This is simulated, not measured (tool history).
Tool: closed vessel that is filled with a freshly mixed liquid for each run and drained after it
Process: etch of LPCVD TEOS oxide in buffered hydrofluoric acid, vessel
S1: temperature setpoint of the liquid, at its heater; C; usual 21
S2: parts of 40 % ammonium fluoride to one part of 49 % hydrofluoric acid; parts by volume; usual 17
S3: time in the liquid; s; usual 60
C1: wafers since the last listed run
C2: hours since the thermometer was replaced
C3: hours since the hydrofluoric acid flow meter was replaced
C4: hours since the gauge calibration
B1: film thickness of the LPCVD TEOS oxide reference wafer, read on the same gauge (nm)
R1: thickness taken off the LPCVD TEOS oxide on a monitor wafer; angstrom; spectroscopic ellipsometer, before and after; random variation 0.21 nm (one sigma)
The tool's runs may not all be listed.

{"run": 1, "hour": 0.0, "S1": 21, "S2": 20, "S3": 70, "C1": 0, "C2": 2176.3, "C3": 1342.3, "C4": 143.5, "B1": 29.99, "R1": 449.6}
{"run": 2, "hour": 6.7, "S1": 23, "S2": 17, "S3": 85, "C1": 491, "C2": 2183, "C3": 1349, "C4": 150.2, "B1": 30.02, "R1": 716.3}
{"run": 3, "hour": 19.4, "S1": 23, "S2": 17, "S3": 85, "C1": 931, "C2": 2195.7, "C3": 1361.7, "C4": 162.9, "B1": 29.98, "R1": 717.7}
{"run": 4, "hour": 37.1, "S1": 21, "S2": 17, "S3": 60, "C1": 1298, "C2": 2213.4, "C3": 1379.4, "C4": 180.6, "B1": 30.01, "R1": 448.5}
{"run": 5, "hour": 44.2, "S1": 21, "S2": 17, "S3": 60, "C1": 520, "C2": 2220.5, "C3": 1386.5, "C4": 187.7, "B1": 30, "R1": 453}
{"run": 6, "hour": 50.6, "S1": 21, "S2": 17, "S3": 60, "C1": 469, "C2": 2226.9, "C3": 1392.9, "C4": 194.1, "B1": 30, "R1": 447.4}
{"run": 7, "hour": 58.4, "S1": 21, "S2": 17, "S3": 60, "C1": 572, "C2": 2234.7, "C3": 1400.7, "C4": 201.9, "B1": 29.99, "R1": 449.1}
{"run": 8, "hour": 67.0, "S1": 21, "S2": 17, "S3": 60, "C1": 630, "C2": 2243.3, "C3": 1409.3, "C4": 210.5, "B1": 30.02, "R1": 451.8}
{"hour": 78.6, "done": "hydrofluoric acid flow meter replaced"}
{"run": 9, "hour": 80.5, "S1": 21, "S2": 17, "S3": 35, "C1": 917, "C2": 2256.8, "C3": 1.9, "C4": 224, "B1": 29.98, "R1": 261.2}
{"run": 10, "hour": 93.4, "S1": 21, "S2": 17, "S3": 35, "C1": 946, "C2": 2269.7, "C3": 14.8, "C4": 236.9, "B1": 30.01, "R1": 262.6}
{"run": 11, "hour": 99.6, "S1": 21, "S2": 17, "S3": 35, "C1": 454, "C2": 2275.9, "C3": 21, "C4": 243.1, "B1": 30.04, "R1": 260.4}
{"run": 12, "hour": 115.6, "S1": 17.5, "S2": 21, "S3": 60, "C1": 1173, "C2": 2291.9, "C3": 37, "C4": 259.1, "B1": 30, "R1": 300.3}
{"run": 13, "hour": 127.3, "S1": 24.5, "S2": 17, "S3": 60, "C1": 858, "C2": 2303.6, "C3": 48.7, "C4": 270.8, "B1": 29.98, "R1": 546.1}
{"run": 14, "hour": 139.6, "S1": 21, "S2": 23, "S3": 60, "C1": 902, "C2": 2315.9, "C3": 61, "C4": 283.1, "B1": 30.01, "R1": 347.8}
{"run": 15, "hour": 146.6, "S1": 21, "S2": 17, "S3": 60, "C1": 513, "C2": 2322.9, "C3": 68, "C4": 290.1, "B1": 30.01, "R1": 446.3}
{"run": 16, "hour": 155.4, "S1": 23.5, "S2": 17, "S3": 60, "C1": 645, "C2": 2331.7, "C3": 76.8, "C4": 298.9, "B1": 30.02, "R1": 514}
{"hour": 156.1, "done": "gauge calibrated"}
{"hour": 166.6, "done": "thermometer replaced"}
{"run": 17, "hour": 167.1, "S1": 24, "S2": 17, "S3": 50, "C1": 784, "C2": 0.5, "C3": 88.5, "C4": 11, "B1": 29.99, "R1": 514.1}
{"run": 18, "hour": 175.4, "S1": 21, "S2": 13.5, "S3": 60, "C1": 608, "C2": 8.8, "C3": 96.8, "C4": 19.3, "B1": 30.01, "R1": 651}
{"run": 19, "hour": 190.4, "S1": 23, "S2": 13.5, "S3": 50, "C1": 1100, "C2": 23.8, "C3": 111.8, "C4": 34.3, "B1": 30.02, "R1": 608.2}
{"run": 20, "hour": 198.8, "S1": 24, "S2": 17, "S3": 60, "C1": 616, "C2": 32.2, "C3": 120.2, "C4": 42.7, "B1": 30, "R1": 616.4}
{"run": 21, "hour": 213.9, "S1": 21, "S2": 12, "S3": 90, "C1": 1107, "C2": 47.3, "C3": 135.3, "C4": 57.8, "B1": 30.03, "R1": 1092.8}
{"run": 22, "hour": 227.7, "S1": 23, "S2": 17, "S3": 30, "C1": 1012, "C2": 61.1, "C3": 149.1, "C4": 71.6, "B1": 30.01, "R1": 288.7}
{"run": 23, "hour": 236.2, "S1": 17, "S2": 17, "S3": 75, "C1": 623, "C2": 69.6, "C3": 157.6, "C4": 80.1, "B1": 30.02, "R1": 519}
{"run": 24, "hour": 253.6, "S1": 21, "S2": 17, "S3": 60, "C1": 1276, "C2": 87, "C3": 175, "C4": 97.5, "B1": 29.99, "R1": 518.7}
{"run": 25, "hour": 261.9, "S1": 21, "S2": 17, "S3": 60, "C1": 608, "C2": 95.3, "C3": 183.3, "C4": 105.8, "B1": 30, "R1": 515.4}

Forecast each of these 4 alternatives for the next run:
{"run": "A", "hour": 262.6, "S1": 21, "S2": 17, "S3": 60, "C1": 51, "C2": 96, "C3": 184, "C4": 106.5, "B1": "?", "R1": "?"}
{"run": "B", "hour": 262.6, "S1": 21, "S2": 20.5, "S3": 90, "C1": 51, "C2": 96, "C3": 184, "C4": 106.5, "B1": "?", "R1": "?"}
{"run": "C", "hour": 262.6, "S1": 25.5, "S2": 17, "S3": 30, "C1": 51, "C2": 96, "C3": 184, "C4": 106.5, "B1": "?", "R1": "?"}
{"run": "D", "hour": 262.6, "S1": 21, "S2": 21, "S3": 60, "C1": 51, "C2": 96, "C3": 184, "C4": 106.5, "B1": "?", "R1": "?"}

run=A B1=29.97 R1=521.9
run=B B1=29.97 R1=655.5
run=C B1=29.97 R1=334.3
run=D B1=29.97 R1=429.8
Without the tool's hidden state the same runs would have given:
run=A R1=529.5
run=B R1=665.1
run=C R1=339
run=D R1=436.1
